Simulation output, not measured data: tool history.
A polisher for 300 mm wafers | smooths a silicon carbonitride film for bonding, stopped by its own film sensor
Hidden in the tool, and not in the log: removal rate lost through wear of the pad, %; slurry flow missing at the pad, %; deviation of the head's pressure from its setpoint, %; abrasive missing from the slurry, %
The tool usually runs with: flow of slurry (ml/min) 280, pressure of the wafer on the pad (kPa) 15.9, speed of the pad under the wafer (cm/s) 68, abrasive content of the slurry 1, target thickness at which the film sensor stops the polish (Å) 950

run	hour	flow of slurry (ml/min)	pressure of the wafer on the pad (kPa)	speed of the pad under the wafer (cm/s)	abrasive content of the slurry	target thickness at which the film sensor stops the polish (Å)	wafers since the last listed run	wafers polished on this pad	hours since the slurry nozzle was cleaned	hours since the head pressure was calibrated	hours since the slurry blender was calibrated	incoming thickness of the incoming film, nm	time until the film sensor stopped the polish (s)
1	0	280	20	68	1	950	0	1593	492.5	501.3	490.2	111.3	69.7
2	68.4	280	20	68	1	950	667	2260	560.9	569.7	558.6	109.8	64.6
# hour 108: slurry nozzle cleaned
# hour 115.1: slurry blender recalibrated
3	153.5	280	13.1	84	1	950	801	3061	45.5	654.8	38.4	110	71.6
4	210.5	280	15.9	68	1	950	556	3617	102.5	711.8	95.4	109.9	71.4
5	342.1	280	15.9	68	1	950	1284	4901	234.1	843.4	227	110.8	77.8
6	442.5	280	20.7	48	1	950	979	5881	334.5	943.8	327.4	111.9	90.3
# hour 457.8: worn pad replaced by a new one
7	480.8	280	15.9	68	1	950	334	224	372.8	982.1	365.7	109.5	74.4
8	551.4	280	15.9	68	1	950	688	912	443.4	1052.7	436.3	110.1	78.3
# hour 609.1: head pressure recalibrated
9	627.8	280	15.9	68	1	950	725	1638	519.8	18.7	512.7	111.4	86.4
# hour 671.4: slurry blender recalibrated
10	678.2	280	15.9	56	1	950	472	2111	570.2	69.1	6.8	111.4	90.3
11	726.8	355	13.8	68	0.75	910	474	2585	618.8	117.7	55.4	110.5	127.8
# hour 749.7: slurry nozzle cleaned
12	830.3	340	17.2	88	1	920	1000	3585	80.6	221.2	158.9	108.3	58.5
13	928.5	280	20.7	68	1	980	958	4543	178.8	319.4	257.1	110.6	49.7
14	998.7	355	15.9	68	0.85	950	684	5228	249	389.6	327.3	110.1	83.8
15	1070.7	280	15.9	76	1	930	702	5930	321	461.6	399.3	109.7	76.7
# hour 1078.7: worn pad replaced by a new one
16	1108.9	280	13.8	68	1	950	333	294	359.2	499.8	437.5	110	85.4
17	1170.4	280	15.9	74	1	950	600	894	420.7	561.3	499	108.8	66.3
# hour 1236.8: slurry blender recalibrated
18	1278.3	280	15.9	68	1	950	1033	1928	528.6	669.2	41.5	111.3	78.1
19	1370	280	13.8	46	0.7	1000	894	2822	620.3	760.9	133.2	110.7	110.3
20	1439.4	255	20	82	1	950	677	3499	689.7	830.3	202.6	109	48.3
# hour 1469: slurry nozzle cleaned
21	1476.5	280	15.9	68	1.3	950	352	3852	7.5	867.4	239.7	110.3	63.5
22	1521.1	350	15.9	68	0.7	950	435	4287	52.1	912	284.3	109.3	97.4
23	1563	280	15.9	68	1	950	408	4696	94	953.9	326.2	110.3	75.2
24	1621.3	280	15.9	68	1	950	568	5264	152.3	1012.2	384.5	108.7	69.6
# hour 1679.3: worn pad replaced by a new one
25	1701.4	280	12.4	90	0.8	950	742	215	232.4	1092.3	464.6	109	83.6
# hour 1724.1: head pressure recalibrated
26	1749.1	280	15.9	74	1	950	445	661	280.1	25	512.3	109.8	72.1
27	1818.5	280	15.9	68	0.8	950	677	1338	349.5	94.4	581.7	110.1	95.5
28	1920.8	280	15.9	68	1	950	998	2337	451.8	196.7	684	110.5	81.5
29	1960.2	280	15.9	78	1	950	384	2721	491.2	236.1	723.4	108.7	66.4

Branching from run 29: 5 alternative next runs. What would each branch give?
A	1960.6	280	15.9	68	1	950	3	2725	491.6	236.5	723.8	109.8	?
B	1960.6	280	15.9	46	1	950	3	2725	491.6	236.5	723.8	109.8	?
C	1960.6	215	15.9	68	1	950	3	2725	491.6	236.5	723.8	109.8	?
D	1960.6	345	15.9	68	1	990	3	2725	491.6	236.5	723.8	109.8	?
E	1960.6	280	15.9	60	1.1	930	3	2725	491.6	236.5	723.8	109.8	?

run	time until the film sensor stopped the polish (s)
A	80.1
B	109.6
C	82.5
D	57.4
E	93.9
With no hidden state in the tool, these same runs would have given:
run	time until the film sensor stopped the polish (s)
A	69.9
B	95.5
C	72
D	50.1
E	82.6

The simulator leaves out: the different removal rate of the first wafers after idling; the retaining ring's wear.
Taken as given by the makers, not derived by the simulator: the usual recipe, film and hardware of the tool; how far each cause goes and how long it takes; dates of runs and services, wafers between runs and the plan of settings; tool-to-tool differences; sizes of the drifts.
